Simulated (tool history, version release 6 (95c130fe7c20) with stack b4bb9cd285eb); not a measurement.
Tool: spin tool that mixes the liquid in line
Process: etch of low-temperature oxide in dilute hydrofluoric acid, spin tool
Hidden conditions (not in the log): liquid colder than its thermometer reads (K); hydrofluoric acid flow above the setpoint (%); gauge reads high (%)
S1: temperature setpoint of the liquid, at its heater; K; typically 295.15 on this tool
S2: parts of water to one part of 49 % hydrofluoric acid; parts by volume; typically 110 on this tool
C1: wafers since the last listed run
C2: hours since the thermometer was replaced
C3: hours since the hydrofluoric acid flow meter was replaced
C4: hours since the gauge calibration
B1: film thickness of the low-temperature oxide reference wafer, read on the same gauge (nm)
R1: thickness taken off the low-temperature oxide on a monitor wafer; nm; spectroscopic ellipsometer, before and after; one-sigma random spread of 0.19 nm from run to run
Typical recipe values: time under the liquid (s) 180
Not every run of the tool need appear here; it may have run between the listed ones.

run 1 day=0 | S1=295.15 S2=110 time_under_the_liquid_(s)=180 | C1=0 C2=788.3 C3=1160.1 C4=940 | B1=129.98 | R1=43.12
run 2 day=1.438 | S1=295.15 S2=110 time_under_the_liquid_(s)=180 | C1=177 C2=822.8 C3=1194.6 C4=974.5 | B1=130.01 | R1=43.55
run 3 day=2.071 | S1=295.15 S2=110 time_under_the_liquid_(s)=180 | C1=78 C2=838 C3=1209.8 C4=989.7 | B1=130 | R1=43.08
run 4 day=3.158 | S1=295.15 S2=110 time_under_the_liquid_(s)=200 | C1=134 C2=864.1 C3=1235.9 C4=1015.8 | B1=130.01 | R1=48.24
run 5 day=4.454 | S1=295.15 S2=110 time_under_the_liquid_(s)=200 | C1=160 C2=895.2 C3=1267 C4=1046.9 | B1=129.97 | R1=48.17
run 6 day=5.879 | S1=295.15 S2=110 time_under_the_liquid_(s)=180 | C1=176 C2=929.4 C3=1301.2 C4=1081.1 | B1=129.98 | R1=43.14
run 7 day=7.2 | S1=295.15 S2=110 time_under_the_liquid_(s)=180 | C1=163 C2=961.1 C3=1332.9 C4=1112.8 | B1=130 | R1=43.28
run 8 day=7.712 | S1=295.15 S2=110 time_under_the_liquid_(s)=180 | C1=63 C2=973.4 C3=1345.2 C4=1125.1 | B1=129.96 | R1=43.18
run 9 day=9.167 | S1=295.15 S2=110 time_under_the_liquid_(s)=180 | C1=179 C2=1008.3 C3=1380.1 C4=1160 | B1=130.01 | R1=43.12
run 10 day=10.225 | S1=295.15 S2=110 time_under_the_liquid_(s)=180 | C1=130 C2=1033.7 C3=1405.5 C4=1185.4 | B1=130.03 | R1=43.02
-- day=11.029 thermometer replaced
run 11 day=11.083 | S1=295.15 S2=60 time_under_the_liquid_(s)=180 | C1=100 C2=1.3 C3=1426.1 C4=1206 | B1=129.99 | R1=88.94
-- day=12.117 gauge calibrated
-- day=12.254 hydrofluoric acid flow meter replaced
run 12 day=12.512 | S1=295.15 S2=110 time_under_the_liquid_(s)=180 | C1=171 C2=35.6 C3=6.2 C4=9.5 | B1=129.97 | R1=43.71
run 13 day=13.867 | S1=299.15 S2=80 time_under_the_liquid_(s)=180 | C1=167 C2=68.1 C3=38.7 C4=42 | B1=129.99 | R1=72.53
run 14 day=16.812 | S1=295.15 S2=110 time_under_the_liquid_(s)=180 | C1=364 C2=138.8 C3=109.4 C4=112.7 | B1=129.98 | R1=43.53
run 15 day=17.638 | S1=295.15 S2=85 time_under_the_liquid_(s)=85 | C1=102 C2=158.6 C3=129.2 C4=132.5 | B1=130.03 | R1=27.63
run 16 day=18.779 | S1=295.15 S2=85 time_under_the_liquid_(s)=180 | C1=141 C2=186 C3=156.6 C4=159.9 | B1=129.98 | R1=58.77
run 17 day=19.433 | S1=297.15 S2=140 time_under_the_liquid_(s)=275 | C1=80 C2=201.7 C3=172.3 C4=175.6 | B1=129.95 | R1=55.02
run 18 day=20.688 | S1=298.15 S2=55 time_under_the_liquid_(s)=275 | C1=155 C2=231.8 C3=202.4 C4=205.7 | B1=129.97 | R1=161.49
run 19 day=21.25 | S1=295.15 S2=110 time_under_the_liquid_(s)=245 | C1=69 C2=245.3 C3=215.9 C4=219.2 | B1=129.99 | R1=59.31
run 20 day=22.738 | S1=297.65 S2=140 time_under_the_liquid_(s)=115 | C1=183 C2=281 C3=251.6 C4=254.9 | B1=130.03 | R1=23.46
run 21 day=23.633 | S1=293.65 S2=60 time_under_the_liquid_(s)=180 | C1=110 C2=302.5 C3=273.1 C4=276.4 | B1=129.98 | R1=79.51
run 22 day=24.704 | S1=293.65 S2=160 time_under_the_liquid_(s)=75 | C1=132 C2=328.2 C3=298.8 C4=302.1 | B1=130.05 | R1=11.16
run 23 day=25.883 | S1=295.15 S2=110 time_under_the_liquid_(s)=180 | C1=145 C2=356.5 C3=327.1 C4=330.4 | B1=130 | R1=43.96
run 24 day=26.392 | S1=295.15 S2=110 time_under_the_liquid_(s)=180 | C1=62 C2=368.7 C3=339.3 C4=342.6 | B1=129.97 | R1=43.72
run 25 day=27.404 | S1=299.15 S2=80 time_under_the_liquid_(s)=125 | C1=125 C2=393 C3=363.6 C4=366.9 | B1=130.04 | R1=50.38
run 26 day=28.625 | S1=290.65 S2=55 time_under_the_liquid_(s)=130 | C1=150 C2=422.3 C3=392.9 C4=396.2 | B1=130.05 | R1=55.28

Estimate the outcome of run 27 from the log above:
run 27 day=29.821 | S1=295.15 S2=110 time_under_the_liquid_(s)=180 | C1=147 C2=451 C3=421.6 C4=424.9 | B1=? | R1=?

{"run 27": {"B1": 130.01, "R1": 43.14}}
With no hidden state in the tool, this same run would have given R1 43.6 nm.
